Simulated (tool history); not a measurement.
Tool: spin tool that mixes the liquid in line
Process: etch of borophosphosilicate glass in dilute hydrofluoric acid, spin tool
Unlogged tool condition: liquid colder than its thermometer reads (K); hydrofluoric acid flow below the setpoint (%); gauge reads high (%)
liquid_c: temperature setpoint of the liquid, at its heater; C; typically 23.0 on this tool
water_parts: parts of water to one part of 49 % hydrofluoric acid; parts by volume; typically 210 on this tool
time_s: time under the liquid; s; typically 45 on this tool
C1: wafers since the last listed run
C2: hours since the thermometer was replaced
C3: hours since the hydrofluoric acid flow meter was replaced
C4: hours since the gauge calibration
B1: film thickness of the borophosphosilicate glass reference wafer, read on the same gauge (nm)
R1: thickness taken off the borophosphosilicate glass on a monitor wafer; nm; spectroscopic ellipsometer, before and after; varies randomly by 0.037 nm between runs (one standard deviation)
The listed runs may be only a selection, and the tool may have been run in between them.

Run 1, day 0.000: usual settings but time_s 30 s; C1 0; C2 2883.0; C3 1166.7; C4 344.2; B1 50.00. Result: R1 4.32 nm.
Run 2, day 0.783: usual settings but time_s 30 s; C1 167; C2 2901.8; C3 1185.5; C4 363.0; B1 49.99. Result: R1 4.27 nm.
Run 3, day 1.346: usual settings; C1 120; C2 2915.3; C3 1199.0; C4 376.5; B1 50.00. Result: R1 6.40 nm.
Run 4, day 2.125: usual settings; C1 166; C2 2934.0; C3 1217.7; C4 395.2; B1 50.01. Result: R1 6.37 nm.
Run 5, day 2.817: usual settings but liquid_c 20.5 C; C1 147; C2 2950.6; C3 1234.3; C4 411.8; B1 49.99. Result: R1 5.78 nm.
Run 6, day 3.846: usual settings but liquid_c 20.5 C; C1 219; C2 2975.3; C3 1259.0; C4 436.5; B1 49.98. Result: R1 5.81 nm.
Run 7, day 4.833: usual settings; C1 210; C2 2999.0; C3 1282.7; C4 460.2; B1 49.99. Result: R1 6.47 nm.
Run 8, day 6.221: usual settings; C1 296; C2 3032.3; C3 1316.0; C4 493.5; B1 50.01. Result: R1 6.42 nm.
Run 9, day 7.612: usual settings; C1 297; C2 3065.7; C3 1349.4; C4 526.9; B1 49.98. Result: R1 6.42 nm.
Run 10, day 10.262: usual settings but liquid_c 24.5 C, time_s 65 s; C1 566; C2 3129.3; C3 1413.0; C4 590.5; B1 49.98. Result: R1 9.80 nm.
At day 10.600: hydrofluoric acid flow meter replaced.
At day 10.612: gauge calibrated.
Run 11, day 11.200: usual settings but time_s 65 s; C1 191; C2 3151.8; C3 14.4; C4 14.1; B1 49.99. Result: R1 9.18 nm.
Run 12, day 12.012: usual settings but time_s 65 s; C1 173; C2 3171.3; C3 33.9; C4 33.6; B1 49.99. Result: R1 9.18 nm.
At day 12.358: thermometer replaced.
Run 13, day 13.508: usual settings but liquid_c 20.0 C, water_parts 120 parts by volume, time_s 65 s; C1 310; C2 27.6; C3 69.8; C4 69.5; B1 50.00. Result: R1 15.89 nm.
Run 14, day 14.733: usual settings; C1 261; C2 57.0; C3 99.2; C4 98.9; B1 50.00. Result: R1 6.30 nm.
Run 15, day 15.754: usual settings but liquid_c 19.5 C; C1 218; C2 81.5; C3 123.7; C4 123.4; B1 49.97. Result: R1 5.60 nm.
Run 16, day 16.829: usual settings but water_parts 170 parts by volume; C1 229; C2 107.3; C3 149.5; C4 149.2; B1 50.01. Result: R1 8.21 nm.
Run 17, day 19.608: usual settings but liquid_c 19.0 C, time_s 30 s; C1 593; C2 174.0; C3 216.2; C4 215.9; B1 49.97. Result: R1 3.69 nm.
Run 18, day 20.517: usual settings but liquid_c 27.0 C, water_parts 180 parts by volume; C1 194; C2 195.8; C3 238.0; C4 237.7; B1 50.00. Result: R1 8.92 nm.
Run 19, day 21.912: usual settings but liquid_c 26.0 C, water_parts 125 parts by volume, time_s 65 s; C1 298; C2 229.3; C3 271.5; C4 271.2; B1 50.00. Result: R1 19.17 nm.
Run 20, day 23.717: usual settings; C1 385; C2 272.6; C3 314.8; C4 314.5; B1 49.99. Result: R1 6.34 nm.
Run 21, day 24.508: usual settings but liquid_c 21.0 C, time_s 60 s; C1 169; C2 291.6; C3 333.8; C4 333.5; B1 49.98. Result: R1 7.92 nm.
Run 22, day 25.096: usual settings but liquid_c 26.0 C, water_parts 315 parts by volume, time_s 65 s; C1 125; C2 305.7; C3 347.9; C4 347.6; B1 49.98. Result: R1 6.12 nm.
Run 23, day 26.158: usual settings but water_parts 175 parts by volume, time_s 70 s; C1 226; C2 331.2; C3 373.4; C4 373.1; B1 50.00. Result: R1 12.37 nm.
Run 24, day 27.617: usual settings; C1 311; C2 366.2; C3 408.4; C4 408.1; B1 50.02. Result: R1 6.39 nm.

Hidden state, per run?
liquid colder than its thermometer reads (K): 0 at every run
hydrofluoric acid flow below the setpoint (%): 0 at every run
gauge reads high (%): 0 at every run
